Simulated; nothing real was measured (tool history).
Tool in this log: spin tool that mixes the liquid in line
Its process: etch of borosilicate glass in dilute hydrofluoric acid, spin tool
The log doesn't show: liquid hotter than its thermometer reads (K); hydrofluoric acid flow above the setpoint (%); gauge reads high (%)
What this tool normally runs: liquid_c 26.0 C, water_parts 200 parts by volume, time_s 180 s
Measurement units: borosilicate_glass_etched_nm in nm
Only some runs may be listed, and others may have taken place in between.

| run | hour | liquid_c | water_parts | time_s | wafers since the last listed run | hours since the thermometer was replaced | hours since the hydrofluoric acid flow meter was replaced | hours since the gauge calibration | read-back film thickness of the borosilicate glass reference wafer, read on the same gauge (nm) | borosilicate_glass_etched_nm |
|---|---|---|---|---|---|---|---|---|---|---|
| 1 | 0.0 | 28.0 | 200 | 235 | 0 | 600.0 | 78.3 | 773.4 | 63.07 | 31.20 |
| 2 | 61.7 | 28.0 | 200 | 235 | 402 | 661.7 | 140.0 | 835.1 | 63.15 | 30.87 |
| 3 | 156.6 | 28.0 | 200 | 235 | 618 | 756.6 | 234.9 | 930.0 | 63.28 | 30.89 |
|  | 180.2 | thermometer replaced |
| 4 | 200.1 | 26.0 | 200 | 180 | 277 | 19.9 | 278.4 | 973.5 | 63.33 | 21.80 |
| 5 | 263.4 | 26.0 | 200 | 180 | 412 | 83.2 | 341.7 | 1036.8 | 63.40 | 22.27 |
| 6 | 439.7 | 26.0 | 200 | 180 | 1149 | 259.5 | 518.0 | 1213.1 | 63.53 | 22.48 |
| 7 | 479.3 | 26.0 | 200 | 180 | 258 | 299.1 | 557.6 | 1252.7 | 63.60 | 22.37 |
|  | 524.8 | hydrofluoric acid flow meter replaced |
| 8 | 532.1 | 26.0 | 200 | 180 | 337 | 351.9 | 7.3 | 1305.5 | 63.60 | 22.23 |
| 9 | 617.0 | 26.0 | 150 | 180 | 553 | 436.8 | 92.2 | 1390.4 | 63.63 | 31.15 |
| 10 | 715.9 | 26.0 | 150 | 180 | 644 | 535.7 | 191.1 | 1489.3 | 63.63 | 31.90 |
|  | 777.5 | gauge calibrated |
| 11 | 793.0 | 26.0 | 150 | 180 | 502 | 612.8 | 268.2 | 15.5 | 60.02 | 29.36 |
| 12 | 852.3 | 21.5 | 200 | 100 | 386 | 672.1 | 327.5 | 74.8 | 60.45 | 10.02 |
| 13 | 934.4 | 21.5 | 120 | 245 | 535 | 754.2 | 409.6 | 156.9 | 60.93 | 45.39 |
| 14 | 978.6 | 23.5 | 160 | 180 | 288 | 798.4 | 453.8 | 201.1 | 61.15 | 25.42 |
|  | 1005.2 | thermometer replaced |
| 15 | 1057.2 | 30.5 | 235 | 260 | 505 | 52.0 | 532.4 | 279.7 | 61.57 | 29.86 |
|  | 1140.9 | hydrofluoric acid flow meter replaced |
| 16 | 1151.0 | 22.5 | 285 | 140 | 604 | 145.8 | 10.1 | 373.5 | 61.89 | 9.53 |
| 17 | 1208.2 | 26.0 | 200 | 180 | 372 | 203.0 | 67.3 | 430.7 | 62.14 | 21.50 |
| 18 | 1282.2 | 22.0 | 290 | 290 | 482 | 277.0 | 141.3 | 504.7 | 62.30 | 19.13 |
| 19 | 1386.8 | 26.0 | 200 | 180 | 681 | 381.6 | 245.9 | 609.3 | 62.55 | 21.40 |
| 20 | 1441.3 | 26.0 | 200 | 210 | 355 | 436.1 | 300.4 | 663.8 | 62.71 | 25.76 |
| 21 | 1480.6 | 28.0 | 200 | 235 | 256 | 475.4 | 339.7 | 703.1 | 62.78 | 30.35 |
| 22 | 1576.1 | 24.0 | 200 | 180 | 622 | 570.9 | 435.2 | 798.6 | 62.93 | 20.44 |

Alternative continuations, all from the tool just after run 22; predict every row:
| A | 1576.6 | 29.0 | 200 | 180 | 3 | 571.4 | 435.7 | 799.1 | ? | ? |
| B | 1576.6 | 24.0 | 200 | 245 | 3 | 571.4 | 435.7 | 799.1 | ? | ? |
| C | 1576.6 | 28.0 | 260 | 250 | 3 | 571.4 | 435.7 | 799.1 | ? | ? |
| D | 1576.6 | 29.0 | 130 | 275 | 3 | 571.4 | 435.7 | 799.1 | ? | ? |

| run | read-back film thickness of the borosilicate glass reference wafer, read on the same gauge (nm) | borosilicate_glass_etched_nm |
|---|---|---|
| A | 62.93 | 24.51 |
| B | 62.93 | 27.87 |
| C | 62.93 | 23.61 |
| D | 62.93 | 62.90 |
Without the tool's hidden state the same runs would have given:
| run | borosilicate_glass_etched_nm |
|---|---|
| A | 23.36 |
| B | 26.56 |
| C | 22.51 |
| D | 59.95 |
